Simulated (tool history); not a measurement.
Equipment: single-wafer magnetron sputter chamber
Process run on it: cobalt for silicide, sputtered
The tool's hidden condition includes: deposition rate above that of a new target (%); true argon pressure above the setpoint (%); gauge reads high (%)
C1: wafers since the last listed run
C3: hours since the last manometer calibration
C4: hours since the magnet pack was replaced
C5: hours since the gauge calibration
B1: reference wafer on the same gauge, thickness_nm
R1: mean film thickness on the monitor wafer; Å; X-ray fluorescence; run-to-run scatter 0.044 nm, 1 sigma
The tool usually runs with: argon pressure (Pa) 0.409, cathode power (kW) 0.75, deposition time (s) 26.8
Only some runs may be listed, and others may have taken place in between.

Run 1, hour 0: usual settings but argon pressure (Pa) 0.342, cathode power (kW) 0.85; C1 0; wafers on the sputter target 10271; C3 2198.6; C4 10828.8; C5 807.7; B1 7.825. Result: R1 107.07 Å.
Run 2, hour 80.6: usual settings; C1 1727; wafers on the sputter target 11999; C3 2279.2; C4 10909.4; C5 888.3; B1 7.808. Result: R1 90.71 Å.
Run 3, hour 129.2: usual settings; C1 1041; wafers on the sputter target 13041; C3 2327.8; C4 10958; C5 936.9; B1 7.816. Result: R1 91.48 Å.
Run 4, hour 222.8: usual settings; C1 2006; wafers on the sputter target 15047; C3 2421.4; C4 11051.6; C5 1030.5; B1 7.819. Result: R1 91.02 Å.
Run 5, hour 299.4: usual settings; C1 1642; wafers on the sputter target 16689; C3 2498; C4 11128.2; C5 1107.1; B1 7.814. Result: R1 91.2 Å.
Run 6, hour 354.4: usual settings; C1 1179; wafers on the sputter target 17868; C3 2553; C4 11183.2; C5 1162.1; B1 7.829. Result: R1 91.08 Å.
At hour 368.8: sputter target and shields replaced.
Run 7, hour 460.4: usual settings; C1 2100; wafers on the sputter target 1962; C3 2659; C4 11289.2; C5 1268.1; B1 7.816. Result: R1 92.74 Å.
Run 8, hour 558.5: usual settings; C1 2102; wafers on the sputter target 4065; C3 2757.1; C4 11387.3; C5 1366.2; B1 7.816. Result: R1 92.32 Å.
Run 9, hour 655.6: usual settings but deposition time (s) 27.9; C1 2081; wafers on the sputter target 6147; C3 2854.2; C4 11484.4; C5 1463.3; B1 7.817. Result: R1 97.25 Å.
Run 10, hour 708.7: usual settings; C1 1138; wafers on the sputter target 7285; C3 2907.3; C4 11537.5; C5 1516.4; B1 7.814. Result: R1 92.13 Å.
At hour 749.9: capacitance manometer re-zeroed and calibrated.
Run 11, hour 807.4: usual settings but argon pressure (Pa) 0.467, cathode power (kW) 0.85, deposition time (s) 31.8; C1 1944; wafers on the sputter target 9229; C3 57.5; C4 11636.2; C5 1615.1; B1 7.824. Result: R1 117.8 Å.
Run 12, hour 905.5: usual settings; C1 2102; wafers on the sputter target 11332; C3 155.6; C4 11734.3; C5 1713.2; B1 7.822. Result: R1 90.72 Å.
Run 13, hour 971: usual settings but cathode power (kW) 0.6, deposition time (s) 28.8; C1 1404; wafers on the sputter target 12737; C3 221.1; C4 11799.8; C5 1778.7; B1 7.835. Result: R1 77.39 Å.
Run 14, hour 1018.1: usual settings; C1 1009; wafers on the sputter target 13746; C3 268.2; C4 11846.9; C5 1825.8; B1 7.821. Result: R1 88.95 Å.
Run 15, hour 1089.5: usual settings but argon pressure (Pa) 0.471, cathode power (kW) 0.6, deposition time (s) 31.1; C1 1530; wafers on the sputter target 15277; C3 339.6; C4 11918.3; C5 1897.2; B1 7.818. Result: R1 81.41 Å.
At hour 1102.4: magnet pack replaced.
Run 16, hour 1168.6: usual settings but argon pressure (Pa) 0.558, cathode power (kW) 0.6, deposition time (s) 25.3; C1 1524; wafers on the sputter target 16801; C3 418.7; C4 66.2; C5 1976.3; B1 7.828. Result: R1 63.7 Å.
At hour 1230.5: sputter target and shields replaced.
Run 17, hour 1242.4: usual settings but argon pressure (Pa) 0.3, cathode power (kW) 0.7; C1 1410; wafers on the sputter target 255; C3 492.5; C4 140; C5 2050.1; B1 7.821. Result: R1 89.36 Å.
Run 18, hour 1302.4: usual settings but argon pressure (Pa) 0.459, cathode power (kW) 0.9, deposition time (s) 32.1; C1 1286; wafers on the sputter target 1541; C3 552.5; C4 200; C5 2110.1; B1 7.821. Result: R1 129.68 Å.
At hour 1345: gauge calibrated.
Run 19, hour 1407.3: usual settings; C1 2248; wafers on the sputter target 3790; C3 657.4; C4 304.9; C5 62.3; B1 7.825. Result: R1 91.25 Å.
Run 20, hour 1511.8: usual settings but argon pressure (Pa) 0.485, cathode power (kW) 0.55, deposition time (s) 29.5; C1 2240; wafers on the sputter target 6030; C3 761.9; C4 409.4; C5 166.8; B1 7.826. Result: R1 71.53 Å.
Run 21, hour 1600.9: usual settings but argon pressure (Pa) 0.493, cathode power (kW) 0.65, deposition time (s) 22.2; C1 1910; wafers on the sputter target 7940; C3 851; C4 498.5; C5 255.9; B1 7.806. Result: R1 63.53 Å.
Run 22, hour 1703.7: usual settings but argon pressure (Pa) 0.315, cathode power (kW) 0.6, deposition time (s) 24.9; C1 2203; wafers on the sputter target 10144; C3 953.8; C4 601.3; C5 358.7; B1 7.825. Result: R1 70.17 Å.
Run 23, hour 1913.1: usual settings but argon pressure (Pa) 0.523, cathode power (kW) 0.65, deposition time (s) 32.1; C1 4488; wafers on the sputter target 14633; C3 1163.2; C4 810.7; C5 568.1; B1 7.812. Result: R1 89.49 Å.
Run 24, hour 1953.6: usual settings; C1 868; wafers on the sputter target 15501; C3 1203.7; C4 851.2; C5 608.6; B1 7.814. Result: R1 90.13 Å.
At hour 1994.6: sputter target and shields replaced.
Run 25, hour 2049.9: usual settings but cathode power (kW) 0.95; C1 1892; wafers on the sputter target 1184; C3 1300; C4 947.5; C5 704.9; B1 7.816. Result: R1 116.25 Å.
Run 26, hour 2119.8: usual settings but argon pressure (Pa) 0.526; C1 1498; wafers on the sputter target 2683; C3 1369.9; C4 1017.4; C5 774.8; B1 7.824. Result: R1 88.24 Å.
Run 27, hour 2195: usual settings; C1 1612; wafers on the sputter target 4295; C3 1445.1; C4 1092.6; C5 850; B1 7.813. Result: R1 91.59 Å.
Run 28, hour 2261.1: usual settings; C1 1417; wafers on the sputter target 5712; C3 1511.2; C4 1158.7; C5 916.1; B1 7.814. Result: R1 91.28 Å.
Run 29, hour 2365.4: usual settings but cathode power (kW) 0.9, deposition time (s) 28.7; C1 2235; wafers on the sputter target 7948; C3 1615.5; C4 1263; C5 1020.4; B1 7.817. Result: R1 117.69 Å.
Run 30, hour 2456.5: usual settings but cathode power (kW) 0.95, deposition time (s) 30.8; C1 1952; wafers on the sputter target 9901; C3 1706.6; C4 1354.1; C5 1111.5; B1 7.817. Result: R1 133.47 Å.
Run 31, hour 2556.4: usual settings but argon pressure (Pa) 0.311, cathode power (kW) 0.9, deposition time (s) 31.3; C1 2141; wafers on the sputter target 12042; C3 1806.5; C4 1454; C5 1211.4; B1 7.822. Result: R1 132.9 Å.
Run 32, hour 2617: usual settings; C1 1299; wafers on the sputter target 13341; C3 1867.1; C4 1514.6; C5 1272; B1 7.821. Result: R1 91.23 Å.
Run 33, hour 2712: usual settings but argon pressure (Pa) 0.296, deposition time (s) 28.7; C1 2036; wafers on the sputter target 15378; C3 1962.1; C4 1609.6; C5 1367; B1 7.831. Result: R1 101.7 Å.
At hour 2744.8: sputter target and shields replaced.
Run 34, hour 2748.6: usual settings; C1 613; wafers on the sputter target 80; C3 1998.7; C4 1646.2; C5 1403.6; B1 7.819. Result: R1 93.46 Å.

Consider 5 possible next runs. They are alternatives, not a sequence: every one starts from the tool as it was left by run 34. What does each give?
Run A, hour 2749: usual settings but argon pressure (Pa) 0.317; C1 8; wafers on the sputter target 89; C3 1999.1; C4 1646.6; C5 1404; B1 ?. Result: R1 ?.
Run B, hour 2749: usual settings but argon pressure (Pa) 0.321, deposition time (s) 21.7; C1 8; wafers on the sputter target 89; C3 1999.1; C4 1646.6; C5 1404; B1 ?. Result: R1 ?.
Run C, hour 2749: usual settings but argon pressure (Pa) 0.532, cathode power (kW) 0.6, deposition time (s) 23.1; C1 8; wafers on the sputter target 89; C3 1999.1; C4 1646.6; C5 1404; B1 ?. Result: R1 ?.
Run D, hour 2749: usual settings but argon pressure (Pa) 0.556, cathode power (kW) 0.6, deposition time (s) 24; C1 8; wafers on the sputter target 89; C3 1999.1; C4 1646.6; C5 1404; B1 ?. Result: R1 ?.
Run E, hour 2749: usual settings but cathode power (kW) 0.7, deposition time (s) 29.8; C1 8; wafers on the sputter target 89; C3 1999.1; C4 1646.6; C5 1404; B1 ?. Result: R1 ?.

run     B1     R1
  A  7.819  95.96
  B  7.819  77.58
  C  7.819  61.04
  D  7.819  62.86
  E  7.819  96.18
Had the tool no hidden state, the same runs would have come out as:
run     R1
  A  95.24
  B  76.98
  C  60.03
  D  61.75
  E  95.08

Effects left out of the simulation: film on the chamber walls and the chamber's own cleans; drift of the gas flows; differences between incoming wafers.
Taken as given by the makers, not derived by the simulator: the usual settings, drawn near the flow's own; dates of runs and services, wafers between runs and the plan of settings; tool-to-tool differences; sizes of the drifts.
